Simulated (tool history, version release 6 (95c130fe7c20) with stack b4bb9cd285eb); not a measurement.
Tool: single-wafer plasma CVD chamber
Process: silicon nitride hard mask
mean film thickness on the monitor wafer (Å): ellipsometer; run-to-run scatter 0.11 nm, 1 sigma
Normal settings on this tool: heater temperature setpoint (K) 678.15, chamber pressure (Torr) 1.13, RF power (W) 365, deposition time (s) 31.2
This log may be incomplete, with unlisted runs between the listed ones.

run   hour  heater temperature setpoint (K)  chamber pressure (Torr)  RF power (W)  deposition time (s)  wafers since the last listed run  hours since the last thermocouple change  hours since the last RF generator calibration  hours since the last manometer calibration  hours since the showerhead was replaced  hours since the gauge calibration  read-back reference wafer on the same gauge, thickness_nm  mean film thickness on the monitor wafer (Å)
  1      0                           678.15                     1.13           365                 31.2                                 0                                     495.8                                         1091.4                                        2061                                   3969.3                              497.2                                                     35.709                                        352.11
  2   32.4                           678.15                     1.13           365                 31.2                               793                                     528.2                                         1123.8                                      2093.4                                   4001.7                              529.6                                                     35.712                                        350.98
  3   60.6                           678.15                     1.13           365                 31.2                               690                                     556.4                                           1152                                      2121.6                                   4029.9                              557.8                                                       35.7                                        352.14
  4   73.4                           678.15                     1.13           365                 29.8                               313                                     569.2                                         1164.8                                      2134.4                                   4042.7                              570.6                                                     35.702                                        336.97
  5   87.4                           678.15                     1.13           365                 29.8                               342                                     583.2                                         1178.8                                      2148.4                                   4056.7                              584.6                                                     35.697                                        335.46
  6  119.9                           678.15                     1.13           365                 29.8                               795                                     615.7                                         1211.3                                      2180.9                                   4089.2                              617.1                                                     35.698                                        334.89
     154.7  -- capacitance manometer re-zeroed and calibrated
     164.3  -- RF generator calibrated
     176.9  -- showerhead replaced
  7  185.4                           678.15                     1.13           365                 31.2                              1016                                     681.2                                           21.1                                        30.7                                      8.5                              682.6                                                     35.723                                        364.39
  8    217                           678.15                     1.13           365                 31.2                               773                                     712.8                                           52.7                                        62.3                                     40.1                              714.2                                                     35.705                                        363.83
  9  237.5                           678.15                     1.13           365                 31.2                               501                                     733.3                                           73.2                                        82.8                                     60.6                              734.7                                                     35.686                                        363.42
     243.3  -- gauge calibrated
 10  268.4                           678.15                     1.13           365                 31.2                               756                                     764.2                                          104.1                                       113.7                                     91.5                               25.1                                                     35.693                                        364.53
 11  296.8                           678.15                     1.13           365                 31.2                               695                                     792.6                                          132.5                                       142.1                                    119.9                               53.5                                                     35.726                                        361.51
     329.9  -- thermocouple changed; heater temperature recalibrated
 12  330.4                           678.15                     1.13           365                 31.2                               626                                       0.5                                          166.1                                       175.7                                    153.5                               87.1                                                     35.694                                        364.27
 13  337.7                           678.15                     1.28           310                 37.1                               178                                       7.8                                          173.4                                         183                                    160.8                               94.4                                                     35.708                                        392.06
 14  360.7                           684.15                     0.95           420                 31.2                               563                                      30.8                                          196.4                                         206                                    183.8                              117.4                                                     35.701                                        379.05
 15  384.3                           678.15                     1.03           365                 31.2                               577                                      54.4                                            220                                       229.6                                    207.4                                141                                                     35.694                                        354.42
 16  404.2                           678.15                     1.13           365                 29.8                               487                                      74.3                                          239.9                                       249.5                                    227.3                              160.9                                                     35.694                                        346.41
 17  439.7                           678.15                     1.13           365                 31.2                               869                                     109.8                                          275.4                                         285                                    262.8                              196.4                                                     35.723                                        359.66
 18  466.3                           667.15                     1.13           390                 31.2                               651                                     136.4                                            302                                       311.6                                    289.4                                223                                                     35.675                                        378.84
 19  495.6                           678.15                     1.13           365                 31.2                               717                                     165.7                                          331.3                                       340.9                                    318.7                              252.3                                                       35.7                                        360.76
 20  521.7                           672.15                      1.2           325                   35                               639                                     191.8                                          357.4                                         367                                    344.8                              278.4                                                     35.699                                        378.52
 21  541.4                           684.15                     1.24           365                 26.5                               482                                     211.5                                          377.1                                       386.7                                    364.5                              298.1                                                     35.682                                        311.23
 22  559.4                           690.15                     1.13           365                 36.1                               440                                     229.5                                          395.1                                       404.7                                    382.5                              316.1                                                     35.722                                        414.49
 23    636                           669.15                     0.94           325                 27.2                              1875                                     306.1                                          471.7                                       481.3                                    459.1                              392.7                                                     35.707                                        271.97

What will run 24 give?
 24  660.1                           671.15                     1.13           365                 31.2                               590                                     330.2                                          495.8                                       505.4                                    483.2                              416.8                                                          ?                                             ?

{"run 24": {"read-back reference wafer on the same gauge, thickness_nm": 35.679, "mean film thickness on the monitor wafer (Å)": 358.42}}
Minus the tool's unlogged condition, the same run would have read mean film thickness on the monitor wafer (Å) 368.8.
